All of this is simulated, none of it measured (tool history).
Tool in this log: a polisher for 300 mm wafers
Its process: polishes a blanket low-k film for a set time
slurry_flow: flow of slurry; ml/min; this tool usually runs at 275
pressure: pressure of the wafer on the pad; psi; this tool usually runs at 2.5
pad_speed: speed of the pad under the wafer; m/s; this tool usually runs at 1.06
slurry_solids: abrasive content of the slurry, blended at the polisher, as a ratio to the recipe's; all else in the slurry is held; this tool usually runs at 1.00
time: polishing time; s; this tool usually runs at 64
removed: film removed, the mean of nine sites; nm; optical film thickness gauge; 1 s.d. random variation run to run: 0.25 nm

run,day,slurry_flow,pressure,pad_speed,slurry_solids,time,wafers since the last listed run,wafers polished on this pad,hours since the slurry nozzle was cleaned,hours since the head pressure was calibrated,hours since the slurry blender was calibrated,hours since the conditioning disc was replaced,"incoming thickness of the incoming film, nm",removed
1,0.000,275,2.5,0.98,1.00,64,0,351,232.4,465.2,177.2,113.2,385.3,32.6
2,2.021,275,2.5,0.98,1.00,64,319,670,280.9,513.7,225.7,161.7,390.7,32.3
3,4.854,340,2.5,1.06,1.00,50,447,1118,348.9,581.7,293.7,229.7,388.9,27.7
# day 6.942: slurry nozzle cleaned
# day 7.154: slurry blender recalibrated
4,8.708,275,2.5,1.06,1.00,64,588,1706,42.4,674.2,37.3,322.2,392.4,35.0
# day 9.692: conditioning disc replaced and pad reconditioned
5,12.112,275,2.5,1.06,1.00,64,524,2231,124.1,755.9,119.0,58.1,389.4,35.1
# day 12.367: worn pad replaced by a new one
6,15.083,275,2.5,1.06,1.00,64,442,428,195.4,827.2,190.3,129.4,385.9,35.0
# day 17.196: head pressure recalibrated
7,17.321,275,2.5,1.06,1.00,64,340,769,249.1,3.0,244.0,183.1,392.5,35.1
8,19.192,275,2.5,1.06,1.00,64,295,1064,294.0,47.9,288.9,228.0,386.0,35.2
# day 19.858: slurry blender recalibrated
# day 21.362: slurry nozzle cleaned
9,23.688,275,2.5,1.06,1.00,64,690,1754,55.8,155.8,91.9,335.9,392.8,34.6
# day 24.125: conditioning disc replaced and pad reconditioned
10,25.583,250,2.5,1.06,1.00,64,286,2040,101.3,201.3,137.4,35.0,398.1,34.6
# day 27.667: worn pad replaced by a new one
11,29.988,250,2.5,1.06,1.00,64,669,366,207.0,307.0,243.1,140.7,384.1,34.7
12,31.862,250,2.5,1.06,1.00,64,296,662,252.0,352.0,288.1,185.7,384.1,35.0
# day 34.462: slurry blender recalibrated
13,34.883,320,2.3,0.74,1.00,64,463,1126,324.5,424.5,10.1,258.2,386.6,24.5
# day 36.571: slurry nozzle cleaned
# day 36.958: conditioning disc replaced and pad reconditioned
14,37.358,275,3.4,1.18,1.00,64,371,1497,18.9,483.9,69.5,9.6,385.5,52.2
15,39.400,240,2.2,1.06,1.00,64,322,1819,67.9,532.9,118.5,58.6,383.8,30.5
# day 41.533: worn pad replaced by a new one
16,41.554,275,2.1,0.70,1.00,44,313,3,119.6,584.6,170.2,110.3,396.9,14.5
17,43.658,275,3.4,1.18,1.00,64,332,335,170.1,635.1,220.7,160.8,390.0,51.4
18,45.642,275,2.5,1.06,1.00,64,313,648,217.7,682.7,268.3,208.4,391.3,34.6
# day 47.212: slurry blender recalibrated
19,48.725,275,2.5,1.06,1.00,64,473,1122,291.7,756.7,36.3,282.4,394.5,34.8
# day 50.446: conditioning disc replaced and pad reconditioned
# day 50.779: slurry nozzle cleaned
20,51.725,180,2.9,1.06,1.00,64,453,1575,22.7,828.7,108.3,30.7,386.1,38.7
21,54.562,365,3.2,1.06,1.00,80,447,2023,90.8,896.8,176.4,98.8,384.4,57.9
# day 56.804: worn pad replaced by a new one
22,56.867,275,2.5,1.06,1.00,64,337,9,146.1,952.1,231.7,154.1,386.2,34.6
# day 58.467: head pressure recalibrated
23,59.925,365,3.4,0.70,1.00,64,469,479,219.5,35.0,305.1,227.5,391.8,35.0
# day 61.954: slurry blender recalibrated
24,62.783,275,2.5,1.06,1.25,64,438,917,288.1,103.6,19.9,296.1,393.8,37.3
# day 64.258: slurry nozzle cleaned
25,65.029,180,2.9,1.06,1.00,64,348,1265,18.5,157.5,73.8,350.0,385.9,38.7
# day 65.554: conditioning disc replaced and pad reconditioned
26,67.608,325,1.8,1.06,1.15,70,394,1659,80.4,219.4,135.7,49.3,393.7,29.1

Branching from run 26: 3 alternative next runs. What would each branch give?
A,67.625,275,2.5,1.06,1.00,64,2,1662,80.8,219.8,136.1,49.7,384.4,?
B,67.625,225,1.9,0.84,1.00,78,2,1662,80.8,219.8,136.1,49.7,384.4,?
C,67.625,205,2.5,1.18,1.30,77,2,1662,80.8,219.8,136.1,49.7,384.4,?

run,removed
A,34.9
B,26.3
C,48.1
With no hidden state in the tool, these same runs would have given:
run,removed
A,34.9
B,26.3
C,48.1
